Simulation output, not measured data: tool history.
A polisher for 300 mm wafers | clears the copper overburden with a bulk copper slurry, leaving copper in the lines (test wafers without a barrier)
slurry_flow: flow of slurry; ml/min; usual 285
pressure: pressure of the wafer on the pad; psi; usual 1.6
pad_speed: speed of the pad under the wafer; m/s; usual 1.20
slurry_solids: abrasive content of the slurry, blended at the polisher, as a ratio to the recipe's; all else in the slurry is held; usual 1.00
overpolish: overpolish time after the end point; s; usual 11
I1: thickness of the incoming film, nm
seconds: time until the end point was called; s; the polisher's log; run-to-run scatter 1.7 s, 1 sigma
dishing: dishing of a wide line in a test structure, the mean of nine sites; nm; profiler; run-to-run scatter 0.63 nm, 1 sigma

run 1 day=0.000 | slurry_flow=285 pressure=1.2 pad_speed=1.50 slurry_solids=1.00 overpolish=11 | I1=735.6 | seconds=167.0 dishing=34.4
run 2 day=3.771 | slurry_flow=285 pressure=1.6 pad_speed=1.20 slurry_solids=1.00 overpolish=11 | I1=732.3 | seconds=158.2 dishing=36.1
run 3 day=6.867 | slurry_flow=285 pressure=1.6 pad_speed=1.20 slurry_solids=1.00 overpolish=11 | I1=724.1 | seconds=161.0 dishing=36.8
run 4 day=9.979 | slurry_flow=285 pressure=1.6 pad_speed=1.20 slurry_solids=1.00 overpolish=11 | I1=737.8 | seconds=162.7 dishing=36.7
-- day=10.438 slurry blender recalibrated
-- day=11.375 slurry nozzle cleaned
run 5 day=11.842 | slurry_flow=285 pressure=1.6 pad_speed=1.20 slurry_solids=1.00 overpolish=11 | I1=732.9 | seconds=165.7 dishing=34.9
run 6 day=13.696 | slurry_flow=285 pressure=1.6 pad_speed=1.20 slurry_solids=1.00 overpolish=11 | I1=726.5 | seconds=168.0 dishing=35.1
-- day=16.308 worn pad replaced by a new one
run 7 day=16.550 | slurry_flow=285 pressure=1.6 pad_speed=1.20 slurry_solids=1.00 overpolish=11 | I1=750.0 | seconds=158.6 dishing=37.8
-- day=17.496 head pressure recalibrated
run 8 day=19.646 | slurry_flow=285 pressure=1.6 pad_speed=1.20 slurry_solids=1.00 overpolish=11 | I1=748.3 | seconds=158.3 dishing=36.5
run 9 day=23.529 | slurry_flow=285 pressure=1.6 pad_speed=1.20 slurry_solids=1.00 overpolish=11 | I1=733.3 | seconds=157.7 dishing=37.0
run 10 day=26.458 | slurry_flow=220 pressure=1.6 pad_speed=0.96 slurry_solids=1.00 overpolish=11 | I1=751.7 | seconds=211.7 dishing=30.8
run 11 day=29.850 | slurry_flow=220 pressure=1.6 pad_speed=0.96 slurry_solids=1.00 overpolish=11 | I1=733.2 | seconds=205.1 dishing=30.1
-- day=32.338 slurry blender recalibrated
run 12 day=32.717 | slurry_flow=285 pressure=1.6 pad_speed=1.02 slurry_solids=0.90 overpolish=11 | I1=736.8 | seconds=201.7 dishing=30.3
run 13 day=35.575 | slurry_flow=285 pressure=2.1 pad_speed=1.20 slurry_solids=1.00 overpolish=14 | I1=746.4 | seconds=131.4 dishing=53.6
run 14 day=38.346 | slurry_flow=285 pressure=1.6 pad_speed=1.20 slurry_solids=1.00 overpolish=11 | I1=737.5 | seconds=171.4 dishing=35.1
-- day=38.838 slurry nozzle cleaned
run 15 day=41.296 | slurry_flow=285 pressure=1.6 pad_speed=1.20 slurry_solids=1.00 overpolish=11 | I1=747.5 | seconds=179.9 dishing=33.6
-- day=41.612 worn pad replaced by a new one
-- day=45.267 head pressure recalibrated
run 16 day=49.079 | slurry_flow=285 pressure=1.6 pad_speed=1.20 slurry_solids=1.25 overpolish=11 | I1=737.5 | seconds=147.3 dishing=38.6
run 17 day=50.696 | slurry_flow=285 pressure=1.6 pad_speed=1.20 slurry_solids=1.00 overpolish=11 | I1=733.9 | seconds=157.2 dishing=37.3
run 18 day=52.733 | slurry_flow=235 pressure=1.6 pad_speed=1.20 slurry_solids=1.00 overpolish=8 | I1=752.0 | seconds=163.9 dishing=28.2
-- day=55.654 slurry blender recalibrated
run 19 day=56.829 | slurry_flow=285 pressure=1.6 pad_speed=1.34 slurry_solids=1.00 overpolish=11 | I1=735.1 | seconds=146.4 dishing=40.2
run 20 day=59.154 | slurry_flow=330 pressure=1.2 pad_speed=1.50 slurry_solids=1.00 overpolish=14 | I1=733.3 | seconds=170.3 dishing=39.8
-- day=59.979 slurry nozzle cleaned
run 21 day=62.354 | slurry_flow=285 pressure=1.6 pad_speed=1.20 slurry_solids=1.00 overpolish=14 | I1=732.6 | seconds=171.8 dishing=42.2
-- day=64.350 worn pad replaced by a new one
run 22 day=66.583 | slurry_flow=230 pressure=1.6 pad_speed=1.20 slurry_solids=1.00 overpolish=17 | I1=739.5 | seconds=159.9 dishing=53.5
run 23 day=68.258 | slurry_flow=285 pressure=1.2 pad_speed=1.20 slurry_solids=1.20 overpolish=11 | I1=744.1 | seconds=194.5 dishing=30.6
run 24 day=71.771 | slurry_flow=285 pressure=1.9 pad_speed=1.20 slurry_solids=0.90 overpolish=8 | I1=738.5 | seconds=134.5 dishing=32.3
-- day=72.133 head pressure recalibrated
run 25 day=75.850 | slurry_flow=320 pressure=1.6 pad_speed=1.02 slurry_solids=1.00 overpolish=11 | I1=729.8 | seconds=184.8 dishing=32.3
-- day=79.329 slurry blender recalibrated
-- day=81.029 slurry nozzle cleaned
run 26 day=82.712 | slurry_flow=285 pressure=1.6 pad_speed=1.20 slurry_solids=1.00 overpolish=11 | I1=735.3 | seconds=164.2 dishing=36.8
run 27 day=86.562 | slurry_flow=285 pressure=1.6 pad_speed=1.20 slurry_solids=1.00 overpolish=11 | I1=736.7 | seconds=171.6 dishing=33.5
-- day=86.738 worn pad replaced by a new one
run 28 day=93.354 | slurry_flow=245 pressure=1.6 pad_speed=1.52 slurry_solids=1.25 overpolish=11 | I1=741.2 | seconds=114.7 dishing=47.0
run 29 day=95.104 | slurry_flow=285 pressure=1.6 pad_speed=0.92 slurry_solids=1.00 overpolish=11 | I1=736.6 | seconds=206.2 dishing=30.7

Alternative continuations, all from the tool just after run 29; predict every row:
run A day=95.125 | slurry_flow=215 pressure=1.6 pad_speed=1.20 slurry_solids=1.00 overpolish=11 | I1=729.1 | seconds=? dishing=?
run B day=95.125 | slurry_flow=285 pressure=1.6 pad_speed=1.40 slurry_solids=1.25 overpolish=11 | I1=729.1 | seconds=? dishing=?
run C day=95.125 | slurry_flow=285 pressure=1.2 pad_speed=1.20 slurry_solids=0.85 overpolish=13 | I1=729.1 | seconds=? dishing=?

run=A seconds=159.8 dishing=37.8
run=B seconds=123.1 dishing=46.5
run=C seconds=220.1 dishing=32.6
With the hidden condition removed and each run's random variation left untouched, the same runs would have given:
run=A seconds=155.9 dishing=38.6
run=B seconds=120.1 dishing=47.4
run=C seconds=214.8 dishing=33.2

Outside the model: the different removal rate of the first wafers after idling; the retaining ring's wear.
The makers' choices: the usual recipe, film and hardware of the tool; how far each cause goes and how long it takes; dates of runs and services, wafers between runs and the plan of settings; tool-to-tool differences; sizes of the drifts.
